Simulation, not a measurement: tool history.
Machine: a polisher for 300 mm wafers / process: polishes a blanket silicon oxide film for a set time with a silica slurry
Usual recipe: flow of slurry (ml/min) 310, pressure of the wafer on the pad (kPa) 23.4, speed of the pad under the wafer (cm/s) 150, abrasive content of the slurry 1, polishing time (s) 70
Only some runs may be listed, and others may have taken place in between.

run,day,flow of slurry (ml/min),pressure of the wafer on the pad (kPa),speed of the pad under the wafer (cm/s),abrasive content of the slurry,polishing time (s),wafers since the last listed run,wafers polished on this pad,hours since the slurry nozzle was cleaned,hours since the head pressure was calibrated,hours since the slurry blender was calibrated,hours since the conditioning disc was replaced,"incoming thickness of the incoming film, nm",film removed (Å)
1,0,310,23.4,150,1,88,0,419,321.3,1020.2,281.1,352.5,997.6,3258
2,0.546,310,23.4,150,1,70,137,556,334.4,1033.3,294.2,365.6,1008.3,2590
3,1.083,310,23.4,150,1,70,135,691,347.3,1046.2,307.1,378.5,991.8,2570
# day 1.408: worn pad replaced by a new one
4,1.438,310,23.4,150,1,70,47,7,355.8,1054.7,315.6,387,993.1,2735
5,2.562,310,23.4,150,1,70,282,290,382.8,1081.7,342.6,414,1003.7,2683
6,3.196,310,23.4,150,1,70,159,449,398,1096.9,357.8,429.2,1006.6,2680
# day 3.479: head pressure recalibrated
7,3.7,310,23.4,150,1.2,70,105,555,410.1,5.3,369.9,441.3,992,2874
8,4.417,310,23.4,150,1.2,70,180,735,427.3,22.5,387.1,458.5,989.7,2739
# day 5.188: worn pad replaced by a new one
9,6.033,310,23.4,150,1.2,70,364,213,466.1,61.3,425.9,497.3,1005.6,3053
# day 6.175: conditioning disc replaced and pad reconditioned
10,6.662,310,23.4,150,1,70,137,350,481.2,76.4,441,11.7,983,2669
# day 7.171: slurry nozzle cleaned
11,7.275,215,30.3,150,1,70,143,493,2.5,91.1,455.7,26.4,986.2,3355
12,7.779,310,23.4,150,1,70,126,620,14.6,103.2,467.8,38.5,999.3,2614
13,8.338,280,23.4,150,1.15,58,140,760,28,116.6,481.2,51.9,982.1,2205
14,8.675,310,23.4,150,1.15,70,84,845,36.1,124.7,489.3,60,971.8,2584
# day 8.804: slurry blender recalibrated
# day 8.896: worn pad replaced by a new one
15,9.071,310,27.6,150,1.3,70,55,44,45.6,134.2,6.4,69.5,994.8,3754
16,9.5,310,15.9,150,1,70,107,151,55.9,144.5,16.7,79.8,999.6,1911
17,10.142,310,23.4,132,1,70,161,313,71.3,159.9,32.1,95.2,997.1,2458
18,10.588,340,23.4,150,1,50,112,425,82,170.6,42.8,105.9,977.7,1921
19,10.933,310,23.4,150,1,51,86,512,90.3,178.9,51.1,114.2,987.6,1959
20,11.567,310,19.3,150,1.2,87,159,671,105.5,194.1,66.3,129.4,1010.7,2947
21,12.104,310,23.4,150,1,70,135,806,118.4,207,79.2,142.3,989.3,2450
22,12.583,395,18.6,150,1,50,120,926,129.9,218.5,90.7,153.8,979.4,1356
# day 12.817: worn pad replaced by a new one
23,13.15,310,23.4,150,1.15,58,100,83,143.5,232.1,104.3,167.4,996.7,2501
24,13.412,310,23.4,150,1,70,65,149,149.8,238.4,110.6,173.7,981.4,2747
25,14.521,310,25.5,172,1,59,278,428,176.4,265,137.2,200.3,993.2,2790
26,15.025,310,23.4,192,1,70,126,554,188.5,277.1,149.3,212.4,981.9,3137
27,15.442,310,20,150,1,70,104,659,198.5,287.1,159.3,222.4,999.8,2171

Predict each of these 3 candidate next runs independently; none follows another, all start after run 27:
A,15.458,310,23.4,150,1,70,4,663,198.9,287.5,159.7,222.8,1000.3,?
B,15.458,270,23.4,150,1,70,4,663,198.9,287.5,159.7,222.8,1000.3,?
C,15.458,310,17.9,150,0.7,63,4,663,198.9,287.5,159.7,222.8,1000.3,?

run,film removed (Å)
A,2515
B,2492
C,1370
With the hidden condition removed and each run's random variation left untouched, the same runs would have given:
run,film removed (Å)
A,2775
B,2750
C,1511

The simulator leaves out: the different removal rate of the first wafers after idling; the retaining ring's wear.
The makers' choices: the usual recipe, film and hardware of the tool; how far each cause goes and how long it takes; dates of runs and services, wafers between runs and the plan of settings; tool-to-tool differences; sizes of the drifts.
